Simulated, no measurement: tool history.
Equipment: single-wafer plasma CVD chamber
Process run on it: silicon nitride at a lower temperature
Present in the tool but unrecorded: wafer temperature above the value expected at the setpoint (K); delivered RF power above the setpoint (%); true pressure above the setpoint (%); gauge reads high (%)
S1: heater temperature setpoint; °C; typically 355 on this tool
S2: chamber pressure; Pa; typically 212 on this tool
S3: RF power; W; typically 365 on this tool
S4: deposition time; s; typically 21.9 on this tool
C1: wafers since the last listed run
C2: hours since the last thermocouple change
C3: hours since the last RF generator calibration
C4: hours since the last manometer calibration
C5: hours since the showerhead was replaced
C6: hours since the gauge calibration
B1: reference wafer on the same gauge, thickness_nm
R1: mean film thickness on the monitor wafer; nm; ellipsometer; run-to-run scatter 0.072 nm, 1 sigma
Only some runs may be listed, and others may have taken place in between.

{"run": 1, "hour": 0.0, "S1": 355, "S2": 212, "S3": 365, "S4": 21.9, "C1": 0, "C2": 1214.9, "C3": 1649.1, "C4": 752.5, "C5": 2047.7, "C6": 1275.6, "B1": 27.92, "R1": 29.627}
{"run": 2, "hour": 85.1, "S1": 355, "S2": 212, "S3": 365, "S4": 21.9, "C1": 1804, "C2": 1300, "C3": 1734.2, "C4": 837.6, "C5": 2132.8, "C6": 1360.7, "B1": 27.907, "R1": 29.674}
{"run": 3, "hour": 155.9, "S1": 355, "S2": 212, "S3": 365, "S4": 21.9, "C1": 1500, "C2": 1370.8, "C3": 1805, "C4": 908.4, "C5": 2203.6, "C6": 1431.5, "B1": 27.878, "R1": 29.541}
{"run": 4, "hour": 198.1, "S1": 355, "S2": 212, "S3": 365, "S4": 21.9, "C1": 894, "C2": 1413, "C3": 1847.2, "C4": 950.6, "C5": 2245.8, "C6": 1473.7, "B1": 27.906, "R1": 29.661}
{"run": 5, "hour": 287.0, "S1": 355, "S2": 212, "S3": 365, "S4": 21.9, "C1": 1884, "C2": 1501.9, "C3": 1936.1, "C4": 1039.5, "C5": 2334.7, "C6": 1562.6, "B1": 27.872, "R1": 29.45}
{"run": 6, "hour": 385.1, "S1": 355, "S2": 212, "S3": 365, "S4": 21.9, "C1": 2079, "C2": 1600, "C3": 2034.2, "C4": 1137.6, "C5": 2432.8, "C6": 1660.7, "B1": 27.896, "R1": 29.551}
{"hour": 401.1, "done": "thermocouple changed; heater temperature recalibrated"}
{"run": 7, "hour": 450.4, "S1": 355, "S2": 212, "S3": 365, "S4": 21.9, "C1": 1214, "C2": 49.3, "C3": 2099.5, "C4": 1202.9, "C5": 2498.1, "C6": 1726, "B1": 27.918, "R1": 29.601}
{"run": 8, "hour": 528.5, "S1": 355, "S2": 212, "S3": 365, "S4": 21.9, "C1": 1655, "C2": 127.4, "C3": 2177.6, "C4": 1281, "C5": 2576.2, "C6": 1804.1, "B1": 27.901, "R1": 29.389}
{"run": 9, "hour": 598.3, "S1": 355, "S2": 212, "S3": 305, "S4": 25.1, "C1": 1479, "C2": 197.2, "C3": 2247.4, "C4": 1350.8, "C5": 2646, "C6": 1873.9, "B1": 27.9, "R1": 28.55}
{"hour": 609.9, "done": "capacitance manometer re-zeroed and calibrated"}
{"run": 10, "hour": 711.9, "S1": 355, "S2": 212, "S3": 365, "S4": 21.9, "C1": 2238, "C2": 310.8, "C3": 2361, "C4": 102, "C5": 2759.6, "C6": 1987.5, "B1": 27.855, "R1": 29.915}
{"hour": 798.5, "done": "RF generator calibrated"}
{"run": 11, "hour": 815.5, "S1": 362, "S2": 192, "S3": 400, "S4": 21.9, "C1": 2026, "C2": 414.4, "C3": 17, "C4": 205.6, "C5": 2863.2, "C6": 2091.1, "B1": 27.89, "R1": 31.435}
{"run": 12, "hour": 854.2, "S1": 365, "S2": 212, "S3": 365, "S4": 24.2, "C1": 820, "C2": 453.1, "C3": 55.7, "C4": 244.3, "C5": 2901.9, "C6": 2129.8, "B1": 27.919, "R1": 32.92}
{"run": 13, "hour": 906.2, "S1": 355, "S2": 212, "S3": 365, "S4": 21.9, "C1": 1102, "C2": 505.1, "C3": 107.7, "C4": 296.3, "C5": 2953.9, "C6": 2181.8, "B1": 27.896, "R1": 29.875}
{"run": 14, "hour": 944.3, "S1": 355, "S2": 212, "S3": 395, "S4": 21.9, "C1": 807, "C2": 543.2, "C3": 145.8, "C4": 334.4, "C5": 2992, "C6": 2219.9, "B1": 27.899, "R1": 31.876}
{"run": 15, "hour": 989.3, "S1": 342, "S2": 172, "S3": 390, "S4": 26.1, "C1": 953, "C2": 588.2, "C3": 190.8, "C4": 379.4, "C5": 3037, "C6": 2264.9, "B1": 27.914, "R1": 36.157}
{"hour": 1042.1, "done": "showerhead replaced"}
{"run": 16, "hour": 1042.6, "S1": 355, "S2": 212, "S3": 310, "S4": 23, "C1": 960, "C2": 641.5, "C3": 244.1, "C4": 432.7, "C5": 0.5, "C6": 2318.2, "B1": 27.884, "R1": 27.047}
{"run": 17, "hour": 1081.1, "S1": 344, "S2": 212, "S3": 365, "S4": 20.7, "C1": 816, "C2": 680, "C3": 282.6, "C4": 471.2, "C5": 39, "C6": 2356.7, "B1": 27.868, "R1": 28.357}
{"run": 18, "hour": 1129.1, "S1": 359, "S2": 251, "S3": 365, "S4": 21.9, "C1": 1017, "C2": 728, "C3": 330.6, "C4": 519.2, "C5": 87, "C6": 2404.7, "B1": 27.888, "R1": 30.747}
{"run": 19, "hour": 1199.3, "S1": 355, "S2": 195, "S3": 365, "S4": 21.9, "C1": 1488, "C2": 798.2, "C3": 400.8, "C4": 589.4, "C5": 157.2, "C6": 2474.9, "B1": 27.914, "R1": 29.272}
{"hour": 1222.5, "done": "gauge calibrated"}
{"run": 20, "hour": 1302.8, "S1": 355, "S2": 249, "S3": 305, "S4": 21.9, "C1": 2194, "C2": 901.7, "C3": 504.3, "C4": 692.9, "C5": 260.7, "C6": 80.3, "B1": 27.927, "R1": 26.17}
{"run": 21, "hour": 1390.6, "S1": 355, "S2": 212, "S3": 365, "S4": 21.9, "C1": 1861, "C2": 989.5, "C3": 592.1, "C4": 780.7, "C5": 348.5, "C6": 168.1, "B1": 27.893, "R1": 29.697}
{"run": 22, "hour": 1488.8, "S1": 355, "S2": 212, "S3": 365, "S4": 21.9, "C1": 2081, "C2": 1087.7, "C3": 690.3, "C4": 878.9, "C5": 446.7, "C6": 266.3, "B1": 27.9, "R1": 29.655}
{"run": 23, "hour": 1580.0, "S1": 355, "S2": 212, "S3": 365, "S4": 21.9, "C1": 1933, "C2": 1178.9, "C3": 781.5, "C4": 970.1, "C5": 537.9, "C6": 357.5, "B1": 27.908, "R1": 29.582}
{"run": 24, "hour": 1626.6, "S1": 341, "S2": 225, "S3": 315, "S4": 23.6, "C1": 987, "C2": 1225.5, "C3": 828.1, "C4": 1016.7, "C5": 584.5, "C6": 404.1, "B1": 27.897, "R1": 28.464}
{"run": 25, "hour": 1678.8, "S1": 363, "S2": 245, "S3": 330, "S4": 25.2, "C1": 1106, "C2": 1277.7, "C3": 880.3, "C4": 1068.9, "C5": 636.7, "C6": 456.3, "B1": 27.914, "R1": 32.186}
{"hour": 1736.2, "done": "thermocouple changed; heater temperature recalibrated"}
{"run": 26, "hour": 1749.3, "S1": 355, "S2": 212, "S3": 425, "S4": 24.4, "C1": 1324, "C2": 13.1, "C3": 950.8, "C4": 1139.4, "C5": 707.2, "C6": 526.8, "B1": 27.897, "R1": 37.01}
{"hour": 1819.7, "done": "capacitance manometer re-zeroed and calibrated"}
{"run": 27, "hour": 1820.2, "S1": 368, "S2": 231, "S3": 345, "S4": 19.7, "C1": 1333, "C2": 84, "C3": 1021.7, "C4": 0.5, "C5": 778.1, "C6": 597.7, "B1": 27.886, "R1": 25.855}

For each entry between runs, how does the tool's hidden state at the last listed run before it compare with that at the first listed run after it?
Runs 6 to 7: thermocouple changed; heater temperature recalibrated (hour 401.1)
  true pressure above the setpoint (%): -5.52 -> -6.1
  difference, measured minus the result without the unlogged condition, R1: -0.353 -> -0.392 nm
Runs 9 to 10: capacitance manometer re-zeroed and calibrated (hour 609.9)
  true pressure above the setpoint (%): -7.53 -> -0.517
  difference, measured minus the result without the unlogged condition, R1: -0.47 -> -0.033 nm
Runs 10 to 11: RF generator calibrated (hour 798.5)
  true pressure above the setpoint (%): -0.517 -> -0.638
  difference, measured minus the result without the unlogged condition, R1: -0.033 -> -0.043 nm
Runs 15 to 16: showerhead replaced (hour 1042.1)
  true pressure above the setpoint (%): -1.02 -> -1.19
  difference, measured minus the result without the unlogged condition, R1: -0.082 -> -0.068 nm
Runs 19 to 20: gauge calibrated (hour 1222.5)
  true pressure above the setpoint (%): -1.79 -> -2.3
  difference, measured minus the result without the unlogged condition, R1: -0.113 -> -0.125 nm
Runs 25 to 26: thermocouple changed; heater temperature recalibrated (hour 1736.2)
  true pressure above the setpoint (%): -4.81 -> -5.4
  difference, measured minus the result without the unlogged condition, R1: -0.325 -> -0.432 nm
Runs 26 to 27: capacitance manometer re-zeroed and calibrated (hour 1819.7)
  true pressure above the setpoint (%): -5.4 -> -0.957
  difference, measured minus the result without the unlogged condition, R1: -0.432 -> -0.051 nm

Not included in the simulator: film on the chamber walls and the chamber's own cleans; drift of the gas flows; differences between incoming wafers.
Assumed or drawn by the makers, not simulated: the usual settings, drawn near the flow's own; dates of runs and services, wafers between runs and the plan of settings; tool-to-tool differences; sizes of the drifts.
